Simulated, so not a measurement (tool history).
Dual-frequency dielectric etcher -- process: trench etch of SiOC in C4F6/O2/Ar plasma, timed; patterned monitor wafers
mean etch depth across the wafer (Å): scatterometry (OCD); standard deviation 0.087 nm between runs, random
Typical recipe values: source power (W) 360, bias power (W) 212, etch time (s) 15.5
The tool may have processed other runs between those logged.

run,day,source power (W),bias power (W),etch time (s),"read-back reference wafer on the same gauge, depth_nm",mean etch depth across the wafer (Å)
1,0,360,212,15.5,33.9,357
2,2.858,360,212,15.5,33.89,358.6
3,4.021,360,212,15.5,33.91,358.7
4,5.396,360,212,15.5,33.9,358.9
5,7.871,360,212,15.5,33.88,358.7
6,9.725,360,212,18,33.89,419.2
7,10.942,360,212,15.5,33.89,359.6
# day 16.671: gauge calibrated
# day 17.558: source power generator calibrated
8,18.579,360,212,15.5,33.9,360.7
9,19.925,360,212,15.5,33.89,361.5
10,21.746,360,212,15.5,33.9,362.3
# day 23.642: bias power generator calibrated
11,23.683,360,212,12,33.9,280.7
# day 24.9: upper electrode replaced, of another model than before
# day 27.833: wet clean of the chamber
12,31.304,430,227,13,33.88,321.8
13,33.346,360,212,14,33.91,325.2
14,35.317,360,212,15.5,33.94,360.3
15,36.888,330,168,15.5,33.95,321.3
16,39.217,300,177,19.5,33.89,406.4
17,41.188,400,212,11,33.9,261.8
18,43.975,360,165,16.5,33.92,348.2
19,45.8,360,212,15.5,33.88,360.4
20,49.642,360,212,15.5,33.9,362.5

Forecast each of these 4 alternatives for the next run:
A,49.658,270,212,15.5,?,?
B,49.658,280,164,15.5,?,?
C,49.658,280,212,15.5,?,?
D,49.658,360,253,15.5,?,?

run,"read-back reference wafer on the same gauge, depth_nm",mean etch depth across the wafer (Å)
A,33.86,339.7
B,33.86,309.5
C,33.86,342.2
D,33.86,387.2
Had the tool no hidden state, the same runs would have come out as:
run,mean etch depth across the wafer (Å)
A,335.7
B,305.8
C,338.2
D,382.6
